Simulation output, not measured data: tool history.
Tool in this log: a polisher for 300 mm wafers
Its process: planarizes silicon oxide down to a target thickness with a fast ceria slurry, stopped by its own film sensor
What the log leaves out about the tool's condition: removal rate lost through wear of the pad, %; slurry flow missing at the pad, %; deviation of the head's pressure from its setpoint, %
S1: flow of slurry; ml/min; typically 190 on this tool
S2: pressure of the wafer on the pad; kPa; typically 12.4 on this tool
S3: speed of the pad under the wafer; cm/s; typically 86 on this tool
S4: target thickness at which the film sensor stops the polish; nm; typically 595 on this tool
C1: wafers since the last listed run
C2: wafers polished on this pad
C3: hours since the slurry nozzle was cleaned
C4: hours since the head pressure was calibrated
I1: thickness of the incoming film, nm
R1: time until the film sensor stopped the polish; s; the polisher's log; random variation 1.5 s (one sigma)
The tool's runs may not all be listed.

run   hour   S1    S2   S3   S4   C1    C2     C3      C4      I1     R1
  1      0  190  12.4   98  595    0    93  444.2   635.1  1672.1  116.4
  2   30.2  190  12.4   98  595  241   334  474.4   665.3  1675.4  116.7
  3   92.5  190  12.4   86  595  498   833  536.7   727.6  1642.8  122.1
  4  124.1  190  12.4   86  595  252  1086  568.3   759.2  1653.5  121.6
     132.1  -- slurry nozzle cleaned
  5  152.9  215  12.4   86  595  222  1308   20.8     788  1664.3  120.8
       159  -- worn pad replaced by a new one
  6  181.1  215  12.4   86  595  193   176     49   816.2  1684.7  122.9
  7  206.6  190  14.5   86  874  204   380   74.5   841.7  1664.6   81.3
  8  228.7  190  14.5   86  874  176   557   96.6   863.8  1689.5   85.6
  9  255.9  190  14.5   86  874  217   775  123.8     891  1670.8   81.4
 10  278.3  190  12.4   86  595  179   954  146.2   913.4  1670.3  122.9
     306.9  -- worn pad replaced by a new one
 11  313.2  190  12.4   86  595  247    50  181.1   948.3  1680.9  127.4
 12  344.6  190  12.4   86  595  251   301  212.5   979.7  1664.9  119.5
 13    367  190   9.7  108  595  179   481  234.9  1002.1  1665.9  125.2
 14  401.3  190   9.7  108  595  274   755  269.2  1036.4  1665.7  122.2
 15  427.1  190   9.7  108  595  206   962    295  1062.2  1644.8  121.4
 16    455  190  12.4   86  595  223  1185  322.9  1090.1  1687.5  121.8
 17  471.1  230  12.4   86  595  128  1314    339  1106.2  1657.2  115.6
 18  484.1  190    11   86  595  104  1418    352  1119.2  1676.7  133.9
       499  -- worn pad replaced by a new one, of another model than before
 19  499.8  190  14.5   86  874   93     6  367.7  1134.9  1700.7   77.9
 20    530  150   8.3  106  800  241   248  397.9  1165.1  1662.5  114.7
 21  546.3  190   9.7   86  595  130   378  414.2  1181.4  1675.3  148.4
 22  580.9  190  12.4   76  595  276   655  448.8    1216  1645.5  126.7
     597.4  -- head pressure recalibrated
 23  611.6  190  16.5   86  958  229   885  479.5    14.2  1663.6   65.1
     615.9  -- slurry nozzle cleaned
 24  642.1  135    11  114  595  236  1121   26.2    44.7  1638.2  113.2
     652.4  -- worn pad replaced by a new one
 25    664  190  14.5   86  874  143    92   48.1    66.6  1661.9   84.8
 26  697.4  190  12.4   86  960  267   359   81.5     100  1681.5     91
 27  727.7  220  15.2   86  595  242   602  111.8   130.3  1663.7  106.6
 28  762.8  190  12.4   86  595  280   883  146.9   165.4  1663.9  133.1
 29  775.3  250    11   56  728  100   983  159.4   177.9  1698.1    200
 30  801.2  190  14.5   86  280  207  1190  185.3   203.8  1642.1  143.7
 31  813.4  205     9   96  402   97  1288  197.5     216  1658.3  190.4
     826.1  -- worn pad replaced by a new one
 32  834.3  190  12.4   70  451  135    65  218.4   236.9  1682.9  186.3
 33  864.8  190     9  110  715  244   309  248.9   267.4  1652.4  124.1

Here are 5 independent what-if runs from the current tool condition. What would each one return?
  A  865.3  190  12.4  86  595   4  313  249.4  267.9  1686.7   ?
  B  865.3  190  10.3  64  364   4  313  249.4  267.9  1686.7   ?
  C  865.3  190    11  86  888   4  313  249.4  267.9  1686.7   ?
  D  865.3  235  12.4  86  595   4  313  249.4  267.9  1686.7   ?
  E  865.3  145     9  64  342   4  313  249.4  267.9  1686.7   ?

run     R1
  A  134.7
  B  263.1
  C  110.8
  D  132.3
  E  316.1
Stripped of hidden state, with their random variation kept, the same runs would have yielded:
run     R1
  A    130
  B  254.1
  C    107
  D  127.7
  E  305.3
